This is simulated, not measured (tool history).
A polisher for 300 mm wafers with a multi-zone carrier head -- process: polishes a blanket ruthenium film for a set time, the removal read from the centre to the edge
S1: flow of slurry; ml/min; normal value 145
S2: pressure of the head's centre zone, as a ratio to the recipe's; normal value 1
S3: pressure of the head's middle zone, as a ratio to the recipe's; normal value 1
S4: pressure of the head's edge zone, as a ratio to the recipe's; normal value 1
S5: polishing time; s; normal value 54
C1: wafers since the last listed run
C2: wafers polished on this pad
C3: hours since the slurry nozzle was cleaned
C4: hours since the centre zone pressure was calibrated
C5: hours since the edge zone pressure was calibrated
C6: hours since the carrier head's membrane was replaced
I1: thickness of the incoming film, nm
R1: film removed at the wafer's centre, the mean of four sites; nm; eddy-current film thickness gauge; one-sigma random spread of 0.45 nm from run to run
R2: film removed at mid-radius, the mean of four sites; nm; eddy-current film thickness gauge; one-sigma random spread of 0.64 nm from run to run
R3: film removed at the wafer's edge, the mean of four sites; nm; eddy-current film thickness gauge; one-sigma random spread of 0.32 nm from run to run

run,day,S1,S2,S3,S4,S5,C1,C2,C3,C4,C5,C6,I1,R1,R2,R3
1,0,145,1,1.03,1,54,0,1121,126.7,291.5,58,377.8,403.9,45.6,46.6,46.4
2,3.8,145,1,1.03,1,54,551,1673,217.9,382.7,149.2,469,398.1,44.9,45.5,46.2
# day 5.496: worn pad replaced by a new one
# day 5.904: carrier head's membrane replaced by a new one
3,7.671,145,1,1,1,48,507,285,310.8,475.6,242.1,42.4,406.5,42,43.6,44.1
4,10.729,145,1,1,1,48,444,729,384.2,549,315.5,115.8,396.4,40.5,41.2,42.2
# day 12.079: slurry nozzle cleaned
5,14.954,145,1,1,1,48,607,1336,69,650.4,416.9,217.2,406.3,40.6,40.3,41.1
6,18.683,145,1,0.94,1,54,541,1878,158.5,739.9,506.4,306.7,398.6,44.9,42.4,46.4
# day 19.658: worn pad replaced by a new one
7,21.821,145,1,0.94,1,54,431,313,233.8,815.2,581.7,382,394.3,48.2,47.3,49.4
8,24.996,145,1,1,1,54,460,774,310,891.4,657.9,458.2,405.5,46.2,45.7,47.7

Run 9, settings as shown, results not yet in. Your forecast:
# day 25.717: carrier head's membrane replaced by a new one
# day 27.362: slurry nozzle cleaned
# day 31.471: worn pad replaced by a new one
9,33.254,145,1,0.94,1,54,1138,258,141.4,1089.6,856.1,180.9,404.5,?,?,?

Run 9 produced R1 48.2 nm, R2 45.5 nm, R3 49.6 nm.
On a tool with no hidden condition, and with the same random variation, this run would have come out at R1 50.8 nm, R2 47.9 nm, R3 52.2 nm.

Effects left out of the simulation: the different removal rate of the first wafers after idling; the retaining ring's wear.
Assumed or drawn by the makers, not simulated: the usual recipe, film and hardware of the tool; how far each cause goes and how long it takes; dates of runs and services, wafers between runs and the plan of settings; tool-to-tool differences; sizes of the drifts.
